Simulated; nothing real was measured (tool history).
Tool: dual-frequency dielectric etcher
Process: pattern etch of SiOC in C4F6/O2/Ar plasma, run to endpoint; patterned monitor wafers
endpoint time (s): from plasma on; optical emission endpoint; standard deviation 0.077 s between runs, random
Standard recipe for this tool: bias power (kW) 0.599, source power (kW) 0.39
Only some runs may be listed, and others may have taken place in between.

run	day	bias power (kW)	source power (kW)	wafers since the last listed run	hours since the last wet clean	hours since the last bias power generator calibration	hours since the last source power generator calibration	hours since the last upper electrode change	incoming incoming film thickness, nm	endpoint time (s)
1	0	0.599	0.39	0	322.1	4132.9	4122	2389	30.09	10.1
2	1.446	0.599	0.39	374	356.8	4167.6	4156.7	2423.7	30.41	10.3
3	1.962	0.599	0.39	133	369.2	4180	4169.1	2436.1	30.08	10.2
4	2.762	0.599	0.35	206	388.4	4199.2	4188.3	2455.3	30.28	10.7
5	3.654	0.599	0.35	230	409.8	4220.6	4209.7	2476.7	30.25	10.7
6	4.862	0.599	0.35	312	438.8	4249.6	4238.7	2505.7	30.49	10.8
7	5.404	0.566	0.39	140	451.8	4262.6	4251.7	2518.7	30.38	10.6
8	6.046	0.566	0.39	166	467.2	4278	4267.1	2534.1	30.38	10.7
9	7.1	0.566	0.39	272	492.5	4303.3	4292.4	2559.4	30.42	10.7
10	8.721	0.599	0.39	419	531.4	4342.2	4331.3	2598.3	30.45	10.4
# day 10.279: wet clean of the chamber
11	10.3	0.599	0.39	149	0.5	4380.1	4369.2	2636.2	30.76	10.2
12	11.004	0.599	0.39	182	17.4	4397	4386.1	2653.1	30.14	10.1
# day 13.125: upper electrode replaced
13	13.146	0.599	0.39	295	68.8	4448.4	4437.5	0.5	29.98	10.1
14	13.192	0.748	0.39	11	69.9	4449.5	4438.6	1.6	30.12	9.1
# day 13.525: bias power generator calibrated
15	14.229	0.599	0.39	225	94.8	16.9	4463.5	26.5	30.3	10
16	15.35	0.453	0.3	289	121.7	43.8	4490.4	53.4	30.34	12.7
17	16.483	0.672	0.35	293	148.9	71	4517.6	80.6	30.44	10
18	17.292	0.543	0.45	209	168.3	90.4	4537	100	30.49	10.1
19	18.088	0.599	0.39	205	187.4	109.5	4556.1	119.1	30.18	10
# day 18.667: source power generator calibrated
20	19.425	0.502	0.39	302	219.5	141.6	18.2	151.2	30.71	11.1
21	20.217	0.508	0.31	204	238.5	160.6	37.2	170.2	30.14	11.9
22	21.692	0.599	0.39	381	273.9	196	72.6	205.6	30.26	10.4
23	22.279	0.457	0.3	151	288	210.1	86.7	219.7	30.07	12.7
24	23.429	0.599	0.45	297	315.6	237.7	114.3	247.3	30.3	9.6
25	24.771	0.599	0.39	347	347.8	269.9	146.5	279.5	30.19	10.2
26	26.042	0.671	0.45	328	378.3	300.4	177	310	30.23	9.3
27	26.938	0.729	0.39	231	399.8	321.9	198.5	331.5	30.47	9.6

Entry by entry between the runs, the difference in hidden state between the last listed run before and the first listed run after:
Runs 10 to 11: wet clean of the chamber (day 10.279)
  etch rate over this chamber's usual, %: -3.56 -> -0.026
  measured less the result without the state, endpoint time (s): +0.3 -> +0
Runs 12 to 13: upper electrode replaced (day 13.125)
  etch rate over this chamber's usual, %: -0.166 -> -0.59
  measured less the result without the state, endpoint time (s): +0 -> +0.1
Runs 14 to 15: bias power generator calibrated (day 13.525)
  etch rate over this chamber's usual, %: -0.599 -> -0.805
  measured less the result without the state, endpoint time (s): +0.1 -> +0
Runs 19 to 20: source power generator calibrated (day 18.667)
  etch rate over this chamber's usual, %: -1.57 -> -1.84
  measured less the result without the state, endpoint time (s): +0.1 -> +0.2

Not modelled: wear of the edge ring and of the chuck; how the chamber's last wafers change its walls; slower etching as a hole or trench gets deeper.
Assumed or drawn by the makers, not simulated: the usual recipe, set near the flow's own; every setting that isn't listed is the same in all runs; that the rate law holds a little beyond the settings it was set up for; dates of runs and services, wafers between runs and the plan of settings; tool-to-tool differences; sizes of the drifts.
